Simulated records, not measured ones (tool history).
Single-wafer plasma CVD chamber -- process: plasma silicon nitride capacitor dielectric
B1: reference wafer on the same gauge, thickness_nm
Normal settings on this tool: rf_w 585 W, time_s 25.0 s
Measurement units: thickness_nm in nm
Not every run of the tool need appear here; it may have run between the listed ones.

run 1 hour=0.0 | rf_w=585 time_s=25.0 | B1=36.721 | thickness_nm=41.886
run 2 hour=10.0 | rf_w=645 time_s=25.0 | B1=36.700 | thickness_nm=43.737
run 3 hour=23.0 | rf_w=645 time_s=25.0 | B1=36.744 | thickness_nm=43.683
run 4 hour=37.9 | rf_w=645 time_s=25.0 | B1=36.687 | thickness_nm=43.291
run 5 hour=54.3 | rf_w=500 time_s=25.0 | B1=36.616 | thickness_nm=39.625
run 6 hour=62.8 | rf_w=500 time_s=25.0 | B1=36.709 | thickness_nm=39.701
run 7 hour=77.4 | rf_w=585 time_s=28.6 | B1=36.687 | thickness_nm=48.240
run 8 hour=87.2 | rf_w=585 time_s=25.0 | B1=36.665 | thickness_nm=41.831
run 9 hour=94.0 | rf_w=585 time_s=25.0 | B1=36.677 | thickness_nm=41.765
run 10 hour=103.5 | rf_w=585 time_s=25.0 | B1=36.637 | thickness_nm=41.950
run 11 hour=116.0 | rf_w=670 time_s=25.0 | B1=36.679 | thickness_nm=44.370
run 12 hour=132.6 | rf_w=670 time_s=25.0 | B1=36.701 | thickness_nm=44.190
run 13 hour=143.9 | rf_w=670 time_s=25.0 | B1=36.720 | thickness_nm=44.161
run 14 hour=153.6 | rf_w=585 time_s=23.7 | B1=36.710 | thickness_nm=39.822
run 15 hour=164.3 | rf_w=585 time_s=23.7 | B1=36.733 | thickness_nm=39.883
run 16 hour=175.7 | rf_w=585 time_s=23.7 | B1=36.663 | thickness_nm=39.998
run 17 hour=193.4 | rf_w=585 time_s=25.0 | B1=36.669 | thickness_nm=41.714
run 18 hour=203.9 | rf_w=585 time_s=25.0 | B1=36.686 | thickness_nm=42.136
run 19 hour=219.9 | rf_w=585 time_s=25.0 | B1=36.675 | thickness_nm=41.899
run 20 hour=232.4 | rf_w=530 time_s=21.6 | B1=36.711 | thickness_nm=34.875
run 21 hour=244.5 | rf_w=515 time_s=21.0 | B1=36.698 | thickness_nm=33.572
-- hour=249.9 gauge calibrated
-- hour=259.6 showerhead replaced
run 22 hour=260.1 | rf_w=690 time_s=27.1 | B1=36.759 | thickness_nm=48.194
run 23 hour=292.0 | rf_w=585 time_s=25.0 | B1=36.718 | thickness_nm=41.694
run 24 hour=304.1 | rf_w=635 time_s=25.0 | B1=36.620 | thickness_nm=43.002
run 25 hour=317.0 | rf_w=585 time_s=25.0 | B1=36.705 | thickness_nm=41.961
run 26 hour=323.4 | rf_w=585 time_s=25.0 | B1=36.639 | thickness_nm=41.824
-- hour=346.4 RF generator calibrated
run 27 hour=346.9 | rf_w=495 time_s=25.0 | B1=36.750 | thickness_nm=39.152
run 28 hour=352.5 | rf_w=585 time_s=23.7 | B1=36.675 | thickness_nm=39.651
run 29 hour=365.0 | rf_w=585 time_s=21.9 | B1=36.727 | thickness_nm=36.828
run 30 hour=375.5 | rf_w=525 time_s=22.9 | B1=36.733 | thickness_nm=36.698
run 31 hour=408.9 | rf_w=500 time_s=21.4 | B1=36.691 | thickness_nm=33.736
run 32 hour=417.2 | rf_w=645 time_s=21.9 | B1=36.688 | thickness_nm=38.154
run 33 hour=425.8 | rf_w=530 time_s=20.1 | B1=36.773 | thickness_nm=32.831
run 34 hour=447.0 | rf_w=700 time_s=20.7 | B1=36.665 | thickness_nm=37.169
run 35 hour=473.9 | rf_w=635 time_s=28.2 | B1=36.682 | thickness_nm=48.479
run 36 hour=489.6 | rf_w=475 time_s=20.6 | B1=36.699 | thickness_nm=31.973
run 37 hour=499.0 | rf_w=500 time_s=25.0 | B1=36.724 | thickness_nm=39.837
run 38 hour=505.3 | rf_w=585 time_s=26.3 | B1=36.784 | thickness_nm=44.660
run 39 hour=523.1 | rf_w=585 time_s=21.2 | B1=36.714 | thickness_nm=35.369
run 40 hour=537.1 | rf_w=645 time_s=29.2 | B1=36.714 | thickness_nm=50.963
run 41 hour=549.0 | rf_w=555 time_s=20.1 | B1=36.691 | thickness_nm=33.099
run 42 hour=563.1 | rf_w=585 time_s=25.0 | B1=36.674 | thickness_nm=42.022
run 43 hour=573.2 | rf_w=500 time_s=25.0 | B1=36.694 | thickness_nm=39.782

Give the tool's hidden conditions for every run:
delivered RF power above the setpoint (%): 0 on each run
gauge reads high (%): 0 on each run
